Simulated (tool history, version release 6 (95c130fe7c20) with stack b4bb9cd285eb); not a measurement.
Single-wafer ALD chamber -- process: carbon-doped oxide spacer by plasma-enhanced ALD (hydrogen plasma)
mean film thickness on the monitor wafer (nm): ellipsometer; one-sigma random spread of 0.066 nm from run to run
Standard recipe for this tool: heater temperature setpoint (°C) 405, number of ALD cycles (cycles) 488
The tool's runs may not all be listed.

run    hour  heater temperature setpoint (°C)  number of ALD cycles (cycles)  wafers since the last listed run  hours since the last thermocouple change  hours since the gauge calibration  read-back reference wafer on the same gauge, thickness_nm  mean film thickness on the monitor wafer (nm)
  1       0                               405                            488                                 0                                    1512.1                              436.3                                                     22.713                                         25.979
  2    42.1                               405                            488                                31                                    1554.2                              478.4                                                     22.684                                         25.946
  3    78.8                               405                            488                                27                                    1590.9                              515.1                                                     22.693                                         25.795
  4   113.2                               405                            488                                25                                    1625.3                              549.5                                                     22.705                                         25.981
  5   137.5                               405                            488                                18                                    1649.6                              573.8                                                     22.706                                         25.861
  6     252                               405                            488                                85                                    1764.1                              688.3                                                     22.694                                          25.91
  7   292.4                               401                            536                                30                                    1804.5                              728.7                                                     22.714                                         28.657
  8   347.3                               412                            488                                40                                    1859.4                              783.6                                                     22.702                                         25.237
  9   410.7                               412                            488                                47                                    1922.8                                847                                                     22.686                                         25.328
 10   436.1                               405                            488                                18                                    1948.2                              872.4                                                     22.696                                         25.861
 11   488.5                               405                            488                                39                                    2000.6                              924.8                                                     22.692                                         25.841
 12   523.3                               405                            488                                25                                    2035.4                              959.6                                                     22.679                                         25.763
 13   568.6                               405                            488                                33                                    2080.7                             1004.9                                                     22.687                                         25.809
 14     638                               413                            488                                51                                    2150.1                             1074.3                                                     22.682                                         25.119
 15   683.9                               405                            555                                34                                      2196                             1120.2                                                     22.696                                         29.418
      782.8  -- thermocouple changed; heater temperature recalibrated
 16   882.1                               405                            555                               141                                      99.3                             1318.4                                                     22.723                                         29.962
 17   918.4                               405                            488                                27                                     135.6                             1354.7                                                      22.69                                         26.276
 18   954.3                               405                            488                                26                                     171.5                             1390.6                                                     22.712                                         26.267
 19  1023.1                               405                            557                                51                                     240.3                             1459.4                                                     22.677                                         29.767
 20  1081.7                               405                            557                                43                                     298.9                               1518                                                     22.691                                         29.847
 21    1110                               405                            557                                21                                     327.2                             1546.3                                                     22.693                                          29.89
 22  1169.1                               409                            391                                44                                     386.3                             1605.4                                                     22.704                                          20.65
 23  1209.8                               399                            395                                30                                       427                             1646.1                                                     22.708                                         21.563
 24    1259                               409                            433                                36                                     476.2                             1695.3                                                     22.694                                         22.917
 25  1294.4                               396                            517                                26                                     511.6                             1730.7                                                     22.679                                          28.27
 26  1337.6                               393                            542                                32                                     554.8                             1773.9                                                     22.692                                         29.726
 27  1388.9                               420                            418                                38                                     606.1                             1825.2                                                     22.715                                         21.171
 28  1440.6                               416                            437                                38                                     657.8                             1876.9                                                     22.698                                         22.486
 29  1498.4                               413                            543                                43                                     715.6                             1934.7                                                     22.714                                         28.297
 30  1541.3                               410                            419                                31                                     758.5                             1977.6                                                     22.711                                          21.83
 31  1612.4                               405                            488                                53                                     829.6                             2048.7                                                     22.683                                          25.85
 32  1663.1                               393                            574                                37                                     880.3                             2099.4                                                     22.692                                          31.52
     1664.2  -- gauge calibrated
 33  1719.4                               405                            488                                41                                     936.6                               55.2                                                     22.695                                         25.928
 34  1745.7                               394                            579                                19                                     962.9                               81.5                                                     22.701                                         31.574
 35  1790.5                               405                            488                                33                                    1007.7                              126.3                                                     22.696                                         25.993
 36  1816.7                               405                            488                                19                                    1033.9                              152.5                                                       22.7                                         25.928
 37    1884                               419                            454                                50                                    1101.2                              219.8                                                     22.703                                         22.951
 38    1915                               414                            412                                23                                    1132.2                              250.8                                                     22.699                                         21.344
 39  1941.5                               419                            568                                19                                    1158.7                              277.3                                                      22.72                                         28.699
 40  1969.6                               401                            451                                20                                    1186.8                              305.4                                                     22.722                                         24.209
 41  2025.7                               405                            488                                41                                    1242.9                              361.5                                                     22.697                                         25.874
 42  2093.5                               405                            488                                50                                    1310.7                              429.3                                                     22.734                                         25.989

Run-by-run hidden state of the tool:
gauge reads high (%): 0 in every run
H1: wafer temperature above the value expected at the setpoint (K)
run     H1
  1   4.73
  2   4.78
  3   4.82
  4   4.85
  5   4.88
  6   4.99
  7   5.02
  8   5.07
  9   5.12
 10   5.13
 11   5.17
 12   5.19
 13   5.22
 14   5.26
 15   5.28
 16  0.288
 17  0.533
 18  0.764
 19   1.18
 20   1.51
 21   1.66
 22   1.95
 23   2.14
 24   2.36
 25   2.51
 26   2.69
 27   2.88
 28   3.07
 29   3.26
 30   3.39
 31    3.6
 32   3.74
 33   3.88
 34   3.95
 35   4.05
 36   4.11
 37   4.25
 38   4.31
 39   4.36
 40   4.41
 41   4.51
 42   4.62
